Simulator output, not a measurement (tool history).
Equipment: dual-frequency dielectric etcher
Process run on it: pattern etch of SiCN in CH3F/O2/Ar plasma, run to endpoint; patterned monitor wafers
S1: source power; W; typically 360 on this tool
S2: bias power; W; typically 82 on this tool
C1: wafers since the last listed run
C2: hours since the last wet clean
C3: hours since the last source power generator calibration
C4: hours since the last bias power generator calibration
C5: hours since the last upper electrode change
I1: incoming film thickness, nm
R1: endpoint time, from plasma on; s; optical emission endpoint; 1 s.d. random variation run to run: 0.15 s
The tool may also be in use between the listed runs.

run   hour   S1  S2   C1     C2      C3      C4      C5    I1    R1
  1    0.0  360  82    0  342.8  3643.5  2992.1  5077.5  9.65  23.2
  2   15.6  360  82  230  358.4  3659.1  3007.7  5093.1  9.75  23.5
  3   27.4  360  82  174  370.2  3670.9  3019.5  5104.9  9.69  23.3
  4   34.2  380  69  100  377.0  3677.7  3026.3  5111.7  9.64  23.3
  5   47.2  380  69  192  390.0  3690.7  3039.3  5124.7  9.77  23.5
  6   55.0  400  82  115  397.8  3698.5  3047.1  5132.5  9.65  22.1
  7   67.0  400  82  177  409.8  3710.5  3059.1  5144.5  9.72  22.4
  8   84.3  400  82  256  427.1  3727.8  3076.4  5161.8  9.82  22.0
  9  113.1  360  97  426  455.9  3756.6  3105.2  5190.6  9.60  21.8
 10  127.0  360  97  205  469.8  3770.5  3119.1  5204.5  9.54  21.6
 11  134.8  360  97  115  477.6  3778.3  3126.9  5212.3  9.74  21.9
     140.9  -- bias power generator calibrated
     181.8  -- upper electrode replaced
 12  182.3  360  82  288  525.1  3825.8    41.4     0.5  9.66  22.9
 13  182.6  380  82    4  525.4  3826.1    41.7     0.8  9.76  22.2
 14  183.6  380  82   14  526.4  3827.1    42.7     1.8  9.66  22.0
 15  201.5  290  64  264  544.3  3845.0    60.6    19.7  9.66  26.5
     230.5  -- source power generator calibrated
     239.4  -- wet clean of the chamber
 16  239.9  420  95  378    0.5     9.4    99.0    58.1  9.68  21.8
 17  240.2  300  88    4    0.8     9.7    99.3    58.4  9.73  26.2
 18  240.5  360  72    4    1.1    10.0    99.6    58.7  9.68  25.1
 19  253.2  420  82  187   13.8    22.7   112.3    71.4  9.80  22.8
 20  269.4  360  82  239   30.0    38.9   128.5    87.6  9.75  24.2
 21  280.1  310  70  158   40.7    49.6   139.2    98.3  9.72  26.6
 22  294.6  360  82  214   55.2    64.1   153.7   112.8  9.73  24.3
 23  305.0  320  99  153   65.6    74.5   164.1   123.2  9.69  24.4
 24  319.4  450  99  213   80.0    88.9   178.5   137.6  9.65  20.7
 25  335.3  360  82  235   95.9   104.8   194.4   153.5  9.65  23.9

Alternative continuations, all from the tool just after run 25; predict every row:
  A  335.7  360  82   5  96.3  105.2  194.8  153.9  9.84   ?
  B  335.7  270  69   5  96.3  105.2  194.8  153.9  9.84   ?
  C  335.7  320  82   5  96.3  105.2  194.8  153.9  9.84   ?

run    R1
  A  24.6
  B  29.2
  C  26.0
Stripped of hidden state, with their random variation kept, the same runs would have yielded:
run    R1
  A  24.9
  B  29.5
  C  26.2
